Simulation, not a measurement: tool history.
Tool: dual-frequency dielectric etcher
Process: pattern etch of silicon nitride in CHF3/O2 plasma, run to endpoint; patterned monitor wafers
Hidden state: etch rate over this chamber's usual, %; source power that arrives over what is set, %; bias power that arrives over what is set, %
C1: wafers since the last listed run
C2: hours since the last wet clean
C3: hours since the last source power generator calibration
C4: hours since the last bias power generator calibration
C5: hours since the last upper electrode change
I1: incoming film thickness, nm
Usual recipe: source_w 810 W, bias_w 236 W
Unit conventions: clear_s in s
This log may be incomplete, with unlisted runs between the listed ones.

{"run": 1, "day": 0.0, "source_w": 810, "bias_w": 236, "C1": 0, "C2": 282.5, "C3": 1949.3, "C4": 2067.5, "C5": 5829.1, "I1": 83.3, "clear_s": 49}
{"run": 2, "day": 0.254, "source_w": 810, "bias_w": 236, "C1": 41, "C2": 288.6, "C3": 1955.4, "C4": 2073.6, "C5": 5835.2, "I1": 82.3, "clear_s": 48.4}
{"run": 3, "day": 0.804, "source_w": 810, "bias_w": 236, "C1": 88, "C2": 301.8, "C3": 1968.6, "C4": 2086.8, "C5": 5848.4, "I1": 83.1, "clear_s": 48.9}
{"run": 4, "day": 1.212, "source_w": 810, "bias_w": 273, "C1": 66, "C2": 311.6, "C3": 1978.4, "C4": 2096.6, "C5": 5858.2, "I1": 82.1, "clear_s": 46}
{"run": 5, "day": 1.883, "source_w": 810, "bias_w": 273, "C1": 108, "C2": 327.7, "C3": 1994.5, "C4": 2112.7, "C5": 5874.3, "I1": 81.6, "clear_s": 45.6}
{"run": 6, "day": 2.35, "source_w": 810, "bias_w": 273, "C1": 75, "C2": 338.9, "C3": 2005.7, "C4": 2123.9, "C5": 5885.5, "I1": 82.3, "clear_s": 46.2}
{"day": 3.692, "done": "wet clean of the chamber"}
{"run": 7, "day": 3.712, "source_w": 810, "bias_w": 236, "C1": 58, "C2": 0.5, "C3": 2038.4, "C4": 2156.6, "C5": 5918.2, "I1": 81.9, "clear_s": 49.9}
{"run": 8, "day": 3.729, "source_w": 810, "bias_w": 236, "C1": 2, "C2": 0.9, "C3": 2038.8, "C4": 2157, "C5": 5918.6, "I1": 81.6, "clear_s": 49.2}
{"run": 9, "day": 3.842, "source_w": 810, "bias_w": 236, "C1": 18, "C2": 3.6, "C3": 2041.5, "C4": 2159.7, "C5": 5921.3, "I1": 81.7, "clear_s": 50}
{"day": 4.008, "done": "source power generator calibrated"}
{"day": 5.35, "done": "wet clean of the chamber, repeated, since the last time left the tool worse"}
{"run": 10, "day": 5.371, "source_w": 810, "bias_w": 236, "C1": 58, "C2": 0.5, "C3": 32.7, "C4": 2196.4, "C5": 5958, "I1": 81.9, "clear_s": 47.3}
{"run": 11, "day": 5.388, "source_w": 810, "bias_w": 236, "C1": 2, "C2": 0.9, "C3": 33.1, "C4": 2196.8, "C5": 5958.4, "I1": 82.8, "clear_s": 47.8}
{"run": 12, "day": 5.4, "source_w": 890, "bias_w": 236, "C1": 2, "C2": 1.2, "C3": 33.4, "C4": 2197.1, "C5": 5958.7, "I1": 82.3, "clear_s": 45.7}
{"day": 6.733, "done": "upper electrode replaced"}
{"run": 13, "day": 6.754, "source_w": 960, "bias_w": 190, "C1": 57, "C2": 33.7, "C3": 65.9, "C4": 2229.6, "C5": 0.5, "I1": 82.1, "clear_s": 47.2}
{"run": 14, "day": 6.767, "source_w": 620, "bias_w": 291, "C1": 2, "C2": 34, "C3": 66.2, "C4": 2229.9, "C5": 0.8, "I1": 81.5, "clear_s": 48.3}
{"run": 15, "day": 6.846, "source_w": 810, "bias_w": 236, "C1": 12, "C2": 35.9, "C3": 68.1, "C4": 2231.8, "C5": 2.7, "I1": 81.9, "clear_s": 47.9}
{"run": 16, "day": 7.392, "source_w": 640, "bias_w": 217, "C1": 88, "C2": 49, "C3": 81.2, "C4": 2244.9, "C5": 15.8, "I1": 81.5, "clear_s": 53.3}
{"day": 7.921, "done": "bias power generator calibrated"}
{"run": 17, "day": 7.942, "source_w": 810, "bias_w": 236, "C1": 62, "C2": 62.2, "C3": 94.4, "C4": 0.5, "C5": 29, "I1": 81.7, "clear_s": 47.4}

Run 18 has not been measured yet. What should we expect?
{"run": 18, "day": 8.358, "source_w": 760, "bias_w": 188, "C1": 67, "C2": 72.2, "C3": 104.4, "C4": 10.5, "C5": 39, "I1": 81.7, "clear_s": "?"}

{"run 18": {"clear_s": 52.8}}
Minus the tool's unlogged condition, the same run would have read clear_s 52.2 s.
